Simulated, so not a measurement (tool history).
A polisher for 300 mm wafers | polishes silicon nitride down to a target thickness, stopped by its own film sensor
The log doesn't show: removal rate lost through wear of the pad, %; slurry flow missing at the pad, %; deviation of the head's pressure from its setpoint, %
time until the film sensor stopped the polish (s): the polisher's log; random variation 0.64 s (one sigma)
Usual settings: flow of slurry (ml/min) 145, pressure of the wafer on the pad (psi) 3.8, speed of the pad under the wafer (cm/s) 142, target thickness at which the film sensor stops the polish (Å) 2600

run    hour  flow of slurry (ml/min)  pressure of the wafer on the pad (psi)  speed of the pad under the wafer (cm/s)  target thickness at which the film sensor stops the polish (Å)  wafers since the last listed run  wafers polished on this pad  hours since the slurry nozzle was cleaned  hours since the head pressure was calibrated  incoming thickness of the incoming film, nm  time until the film sensor stopped the polish (s)
  1     0.0                      145                                     2.9                                      142                                                            2600                                 0                         1206                                      107.8                                         907.7                                        394.6                                               69.8
  2    59.4                      145                                     2.9                                      142                                                            2600                               932                         2139                                      167.2                                         967.1                                        400.6                                               74.1
  3   124.9                      145                                     3.8                                      142                                                            2600                              1027                         3167                                      232.7                                        1032.6                                        403.8                                               61.6
  4   189.3                      145                                     3.8                                      142                                                            2600                              1010                         4177                                      297.1                                        1097.0                                        398.4                                               59.1
  5   252.6                      145                                     3.8                                      142                                                            2600                               993                         5171                                      360.4                                        1160.3                                        395.2                                               59.3
  6   300.9                      145                                     4.3                                      142                                                            2600                               758                         5929                                      408.7                                        1208.6                                        397.7                                               53.7
      337.2  -- slurry nozzle cleaned
  7   342.1                      145                                     4.3                                      142                                                            2600                               630                         6560                                        4.9                                        1249.8                                        403.0                                               52.7
  8   393.8                      135                                     3.8                                      142                                                            2600                               811                         7371                                       56.6                                        1301.5                                        399.1                                               57.4
      422.3  -- worn pad replaced by a new one, of another model than before
  9   427.7                      135                                     3.8                                      142                                                            2600                               469                           84                                       90.5                                        1335.4                                        406.9                                               62.9
 10   478.8                      145                                     3.8                                      142                                                            2600                               801                          886                                      141.6                                        1386.5                                        402.0                                               60.5
 11   521.7                      145                                     3.8                                      142                                                            2600                               673                         1559                                      184.5                                        1429.4                                        395.0                                               57.0
      569.9  -- head pressure recalibrated
 12   633.6                      145                                     3.8                                      142                                                            2600                              1724                         3284                                      296.4                                          63.7                                        390.6                                               58.9
 13   662.4                      130                                     3.8                                      142                                                            2600                               451                         3736                                      325.2                                          92.5                                        392.4                                               61.1
 14   708.8                      165                                     3.8                                      142                                                            2600                               728                         4464                                      371.6                                         138.9                                        398.8                                               63.0
 15   749.1                      145                                     4.1                                      142                                                            2600                               632                         5097                                      411.9                                         179.2                                        399.1                                               62.7
 16   776.2                      145                                     3.8                                      142                                                            2600                               425                         5522                                      439.0                                         206.3                                        401.7                                               68.7
      842.2  -- worn pad replaced by a new one
 17   843.1                      145                                     4.2                                      100                                                            2600                               987                           13                                      505.9                                         273.2                                        396.1                                               75.4
      853.2  -- slurry nozzle cleaned
 18   882.4                      190                                     3.8                                      122                                                            2600                               601                          614                                       29.2                                         312.5                                        402.4                                               59.7
 19   940.6                      170                                     3.8                                      142                                                            2600                               913                         1527                                       87.4                                         370.7                                        406.5                                               59.0
 20  1005.4                      145                                     3.8                                      142                                                            2600                              1016                         2544                                      152.2                                         435.5                                        402.0                                               60.4
 21  1038.2                      145                                     4.2                                      142                                                            2600                               514                         3059                                      185.0                                         468.3                                        396.3                                               55.6
 22  1095.5                      190                                     4.4                                      142                                                            2600                               899                         3958                                      242.3                                         525.6                                        397.7                                               52.0
 23  1133.0                      145                                     3.8                                       98                                                            2600                               588                         4547                                      279.8                                         563.1                                        405.3                                               75.3
 24  1204.2                      185                                     3.8                                      142                                                            2820                              1117                         5664                                      351.0                                         634.3                                        393.9                                               48.2
 25  1243.1                      130                                     3.8                                      142                                                            2600                               610                         6275                                      389.9                                         673.2                                        393.0                                               65.2
 26  1314.4                      145                                     3.8                                      178                                                            2600                              1118                         7394                                      461.2                                         744.5                                        401.4                                               64.6
     1317.7  -- slurry nozzle cleaned
     1360.3  -- worn pad replaced by a new one
 27  1379.1                      115                                     5.0                                       94                                                            2200                               936                          295                                       61.4                                         809.2                                        403.2                                               82.4
 28  1444.0                      145                                     5.0                                      142                                                            2600                              1018                         1313                                      126.3                                         874.1                                        406.6                                               53.0
 29  1485.2                      145                                     3.8                                      142                                                            2600                               646                         1960                                      167.5                                         915.3                                        401.1                                               58.4
 30  1547.6                      160                                     3.8                                      142                                                            2600                               979                         2939                                      229.9                                         977.7                                        405.2                                               61.8
 31  1588.6                      145                                     2.8                                      142                                                            3060                               643                         3583                                      270.9                                        1018.7                                        400.5                                               47.8
 32  1659.2                      180                                     3.5                                      164                                                            2920                              1107                         4691                                      341.5                                        1089.3                                        392.7                                               41.9
 33  1716.8                      180                                     3.8                                      142                                                            2730                               903                         5595                                      399.1                                        1146.9                                        396.9                                               53.0
     1742.3  -- slurry nozzle cleaned
     1755.6  -- worn pad replaced by a new one
 34  1774.7                       95                                     3.8                                      142                                                            2600                               830                          299                                       32.4                                        1204.8                                        401.4                                               66.8
 35  1803.0                      145                                     3.8                                      142                                                            2600                               444                          743                                       60.7                                        1233.1                                        400.6                                               58.0
 36  1842.9                      100                                     4.8                                       96                                                            3070                               626                         1369                                      100.6                                        1273.0                                        398.7                                               45.1
 37  1885.7                      145                                     4.2                                      142                                                            2210                               671                         2041                                      143.4                                        1315.8                                        402.3                                               74.9

Hidden state or all else? Some run-to-run changes of time until the film sensor stopped the polish (s), split into what the settings, what came in and random variation would give without the hidden state, and what is left for the hidden state (with any gauge scatter that isn't in both results):
Run 17 -> 18: flow of slurry (ml/min) 145 -> 190, pressure of the wafer on the pad (psi) 4.2 -> 3.8, speed of the pad under the wafer (cm/s) 100 -> 122, slurry nozzle cleaned. time until the film sensor stopped the polish (s) -15.7: hidden state -13.7, all else -2.0.
Run 23 -> 24: flow of slurry (ml/min) 145 -> 185, speed of the pad under the wafer (cm/s) 98 -> 142, target thickness at which the film sensor stops the polish (Å) 2600 -> 2820. time until the film sensor stopped the polish (s) -27.1: hidden state -2.3, all else -24.8.
Run 24 -> 25: flow of slurry (ml/min) 185 -> 130, target thickness at which the film sensor stops the polish (Å) 2820 -> 2600. time until the film sensor stopped the polish (s) +17.0: hidden state +5.4, all else +11.6.
Run 26 -> 27: flow of slurry (ml/min) 145 -> 115, pressure of the wafer on the pad (psi) 3.8 -> 5.0, speed of the pad under the wafer (cm/s) 178 -> 94, target thickness at which the film sensor stops the polish (Å) 2600 -> 2200, slurry nozzle cleaned, worn pad replaced by a new one. time until the film sensor stopped the polish (s) +17.8: hidden state -9.3, all else +27.1.
Run 27 -> 28: flow of slurry (ml/min) 115 -> 145, speed of the pad under the wafer (cm/s) 94 -> 142, target thickness at which the film sensor stops the polish (Å) 2200 -> 2600. time until the film sensor stopped the polish (s) -29.4: hidden state -0.2, all else -29.2.
Run 36 -> 37: flow of slurry (ml/min) 100 -> 145, pressure of the wafer on the pad (psi) 4.8 -> 4.2, speed of the pad under the wafer (cm/s) 96 -> 142, target thickness at which the film sensor stops the polish (Å) 3070 -> 2210. time until the film sensor stopped the polish (s) +29.8: hidden state +1.1, all else +28.7.

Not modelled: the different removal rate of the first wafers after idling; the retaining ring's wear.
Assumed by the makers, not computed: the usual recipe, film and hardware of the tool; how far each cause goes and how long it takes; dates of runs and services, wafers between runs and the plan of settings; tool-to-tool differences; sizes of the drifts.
